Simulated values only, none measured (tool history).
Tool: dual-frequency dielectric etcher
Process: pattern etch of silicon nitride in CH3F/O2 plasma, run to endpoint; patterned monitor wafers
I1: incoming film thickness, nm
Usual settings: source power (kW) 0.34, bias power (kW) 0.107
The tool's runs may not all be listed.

{"run": 1, "hour": 0.0, "source power (kW)": 0.34, "bias power (kW)": 0.121, "I1": 100.9, "endpoint time (s)": 96.7}
{"run": 2, "hour": 31.8, "source power (kW)": 0.34, "bias power (kW)": 0.121, "I1": 101.4, "endpoint time (s)": 96.5}
{"run": 3, "hour": 53.0, "source power (kW)": 0.34, "bias power (kW)": 0.121, "I1": 100.3, "endpoint time (s)": 94.6}
{"run": 4, "hour": 70.3, "source power (kW)": 0.34, "bias power (kW)": 0.107, "I1": 101, "endpoint time (s)": 100.1}
{"run": 5, "hour": 100.9, "source power (kW)": 0.34, "bias power (kW)": 0.107, "I1": 102.3, "endpoint time (s)": 100.1}
{"run": 6, "hour": 130.2, "source power (kW)": 0.34, "bias power (kW)": 0.107, "I1": 100.2, "endpoint time (s)": 98.1}
{"run": 7, "hour": 154.7, "source power (kW)": 0.37, "bias power (kW)": 0.107, "I1": 99.7, "endpoint time (s)": 94.8}
{"run": 8, "hour": 188.0, "source power (kW)": 0.34, "bias power (kW)": 0.122, "I1": 100.9, "endpoint time (s)": 95.1}
{"run": 9, "hour": 212.2, "source power (kW)": 0.34, "bias power (kW)": 0.122, "I1": 101.2, "endpoint time (s)": 94.2}
{"run": 10, "hour": 229.5, "source power (kW)": 0.34, "bias power (kW)": 0.122, "I1": 100.7, "endpoint time (s)": 95.2}
{"run": 11, "hour": 255.6, "source power (kW)": 0.34, "bias power (kW)": 0.107, "I1": 101.3, "endpoint time (s)": 99.1}
{"run": 12, "hour": 279.9, "source power (kW)": 0.34, "bias power (kW)": 0.107, "I1": 101.3, "endpoint time (s)": 98.7}
{"run": 13, "hour": 309.1, "source power (kW)": 0.34, "bias power (kW)": 0.107, "I1": 101, "endpoint time (s)": 98.6}
{"run": 14, "hour": 331.4, "source power (kW)": 0.34, "bias power (kW)": 0.107, "I1": 100, "endpoint time (s)": 96.9}
{"run": 15, "hour": 345.2, "source power (kW)": 0.34, "bias power (kW)": 0.107, "I1": 100.5, "endpoint time (s)": 97.4}
{"run": 16, "hour": 365.0, "source power (kW)": 0.41, "bias power (kW)": 0.092, "I1": 102.3, "endpoint time (s)": 97.3}
{"run": 17, "hour": 386.1, "source power (kW)": 0.34, "bias power (kW)": 0.107, "I1": 101.8, "endpoint time (s)": 98.4}
{"run": 18, "hour": 415.8, "source power (kW)": 0.42, "bias power (kW)": 0.107, "I1": 100.5, "endpoint time (s)": 89.8}
{"run": 19, "hour": 482.2, "source power (kW)": 0.34, "bias power (kW)": 0.107, "I1": 100.4, "endpoint time (s)": 98.5}
{"run": 20, "hour": 482.6, "source power (kW)": 0.28, "bias power (kW)": 0.129, "I1": 101.7, "endpoint time (s)": 101.2}
{"run": 21, "hour": 486.6, "source power (kW)": 0.34, "bias power (kW)": 0.107, "I1": 101.3, "endpoint time (s)": 99.1}
{"run": 22, "hour": 502.0, "source power (kW)": 0.39, "bias power (kW)": 0.107, "I1": 101.1, "endpoint time (s)": 94.6}
{"run": 23, "hour": 531.2, "source power (kW)": 0.36, "bias power (kW)": 0.107, "I1": 101, "endpoint time (s)": 96.8}
{"run": 24, "hour": 554.4, "source power (kW)": 0.34, "bias power (kW)": 0.128, "I1": 100.4, "endpoint time (s)": 93.1}
{"run": 25, "hour": 570.3, "source power (kW)": 0.39, "bias power (kW)": 0.12, "I1": 101.6, "endpoint time (s)": 91.3}
{"run": 26, "hour": 591.9, "source power (kW)": 0.42, "bias power (kW)": 0.082, "I1": 100.6, "endpoint time (s)": 97.4}
{"run": 27, "hour": 623.4, "source power (kW)": 0.27, "bias power (kW)": 0.086, "I1": 101.2, "endpoint time (s)": 114.2}
{"run": 28, "hour": 638.2, "source power (kW)": 0.34, "bias power (kW)": 0.116, "I1": 101.2, "endpoint time (s)": 96.1}
{"run": 29, "hour": 657.9, "source power (kW)": 0.3, "bias power (kW)": 0.131, "I1": 100.8, "endpoint time (s)": 95.9}
{"run": 30, "hour": 680.2, "source power (kW)": 0.37, "bias power (kW)": 0.081, "I1": 99.8, "endpoint time (s)": 102.2}
{"run": 31, "hour": 703.5, "source power (kW)": 0.28, "bias power (kW)": 0.107, "I1": 101.3, "endpoint time (s)": 105.3}

Removed from this log: 4 entries logged between the listed runs. Between which two listed runs does each belong, and how does the tool's hidden state at the listed run before it compare with that at the listed run after it?
Run 12 -> run 13: bias power generator calibrated (hour 297.1)
  etch rate over this chamber's usual, %: 1.59 -> 1.78
  measured minus no-state result, endpoint time (s): -1.6 -> -1.7
Run 18 -> run 19: wet clean of the chamber (hour 462.3); upper electrode replaced (hour 481.7)
  etch rate over this chamber's usual, %: 2.46 -> 0.805
  measured minus no-state result, endpoint time (s): -2.2 -> -0.8
Run 21 -> run 22: source power generator calibrated (hour 499.2)
  etch rate over this chamber's usual, %: 0.834 -> 0.933
  measured minus no-state result, endpoint time (s): -0.8 -> -0.9
